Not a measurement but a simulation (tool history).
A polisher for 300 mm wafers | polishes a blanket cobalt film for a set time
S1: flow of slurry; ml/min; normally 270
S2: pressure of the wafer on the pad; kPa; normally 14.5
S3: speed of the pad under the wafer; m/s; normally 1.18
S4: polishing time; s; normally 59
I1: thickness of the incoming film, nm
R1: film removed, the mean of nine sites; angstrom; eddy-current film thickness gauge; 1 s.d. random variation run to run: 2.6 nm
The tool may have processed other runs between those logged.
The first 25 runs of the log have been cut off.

-- hour=1903.9 slurry nozzle cleaned
run 26 hour=1937.8 | S1=240 S2=11.0 S3=1.02 S4=41 | I1=1052.4 | R1=1396
-- hour=2012.2 head pressure recalibrated
run 27 hour=2037.9 | S1=270 S2=14.5 S3=1.18 S4=59 | I1=1053.3 | R1=2966
-- hour=2044.1 worn pad replaced by a new one
run 28 hour=2143.1 | S1=270 S2=14.5 S3=1.32 S4=53 | I1=1048.8 | R1=3016
run 29 hour=2189.4 | S1=270 S2=14.5 S3=1.18 S4=59 | I1=1048.9 | R1=2977
run 30 hour=2262.0 | S1=270 S2=18.6 S3=1.04 S4=47 | I1=1051.7 | R1=2718
run 31 hour=2341.7 | S1=305 S2=14.5 S3=1.18 S4=59 | I1=1052.6 | R1=3033
-- hour=2374.6 slurry nozzle cleaned
run 32 hour=2411.4 | S1=345 S2=17.9 S3=1.18 S4=59 | I1=1029.8 | R1=3961
run 33 hour=2456.5 | S1=270 S2=14.5 S3=1.18 S4=59 | I1=1028.8 | R1=3123
run 34 hour=2514.9 | S1=330 S2=19.3 S3=0.84 S4=38 | I1=1050.2 | R1=1944
-- hour=2541.0 worn pad replaced by a new one
run 35 hour=2565.6 | S1=270 S2=11.0 S3=1.18 S4=78 | I1=1067.1 | R1=3131

Consider 5 possible next runs. They are alternatives, not a sequence: every one starts from the tool as it was left by run 35. What does each give?
run A hour=2566.0 | S1=295 S2=14.5 S3=1.18 S4=59 | I1=1047.2 | R1=?
run B hour=2566.0 | S1=270 S2=14.5 S3=0.86 S4=46 | I1=1047.2 | R1=?
run C hour=2566.0 | S1=195 S2=11.0 S3=1.00 S4=70 | I1=1047.2 | R1=?
run D hour=2566.0 | S1=270 S2=14.5 S3=0.96 S4=79 | I1=1047.2 | R1=?
run E hour=2566.0 | S1=270 S2=14.5 S3=0.88 S4=48 | I1=1047.2 | R1=?

run=A R1=3118
run=B R1=1753
run=C R1=2249
run=D R1=3361
run=E R1=1872
The same runs, with their run-to-run variation unchanged, on a tool lacking any hidden condition would have given:
run=A R1=3010
run=B R1=1695
run=C R1=2189
run=D R1=3249
run=E R1=1810
